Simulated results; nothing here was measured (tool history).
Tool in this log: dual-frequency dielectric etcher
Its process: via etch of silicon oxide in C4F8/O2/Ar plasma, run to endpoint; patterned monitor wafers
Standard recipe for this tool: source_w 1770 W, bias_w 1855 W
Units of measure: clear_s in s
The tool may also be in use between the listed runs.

run,hour,source_w,bias_w,"incoming incoming film thickness, nm",clear_s
1,0.0,1630,1511,1186.8,281.6
2,7.6,1770,2007,1201.9,259.4
3,21.7,1770,1855,1178.9,259.8
4,37.1,1770,1855,1182.2,260.3
5,83.9,1770,1646,1190.2,272.0
6,95.5,1770,1646,1184.6,269.6
7,110.7,1770,1646,1180.2,272.0
8,125.5,1770,1855,1185.1,262.2
9,133.1,1770,1855,1178.3,261.7
# hour 168.3: source power generator calibrated
# hour 177.2: wet clean of the chamber
10,177.7,1770,1855,1201.9,257.1
11,200.1,1770,1855,1177.5,252.2
# hour 212.0: bias power generator calibrated
# hour 233.3: upper electrode replaced, of another model than before
12,233.8,1360,1562,1193.4,331.0
13,234.2,1770,1700,1180.1,267.2
14,234.7,1880,2310,1188.4,223.7
15,248.4,1770,1855,1199.1,261.3
16,256.7,1770,1595,1187.4,275.7
17,271.1,1570,1649,1190.6,296.8
18,278.7,1930,1855,1188.4,245.1
19,296.5,1770,1855,1192.4,257.2
20,304.9,1970,2074,1193.6,231.3
21,313.1,1970,2285,1195.0,223.3
22,323.8,1930,2067,1186.8,235.8
23,337.8,1770,1855,1186.6,258.5

Below are 3 alternative next runs, each starting from the tool's condition after run 23. Predict each:
A,338.3,1770,1855,1184.8,?
B,338.3,2140,1547,1184.8,?
C,338.3,1420,2247,1184.8,?

run,clear_s
A,257.1
B,253.5
C,266.8
Take away the tool's hidden state, keep each run's random variation, and the runs would have read:
run,clear_s
A,252.3
B,248.7
C,261.7

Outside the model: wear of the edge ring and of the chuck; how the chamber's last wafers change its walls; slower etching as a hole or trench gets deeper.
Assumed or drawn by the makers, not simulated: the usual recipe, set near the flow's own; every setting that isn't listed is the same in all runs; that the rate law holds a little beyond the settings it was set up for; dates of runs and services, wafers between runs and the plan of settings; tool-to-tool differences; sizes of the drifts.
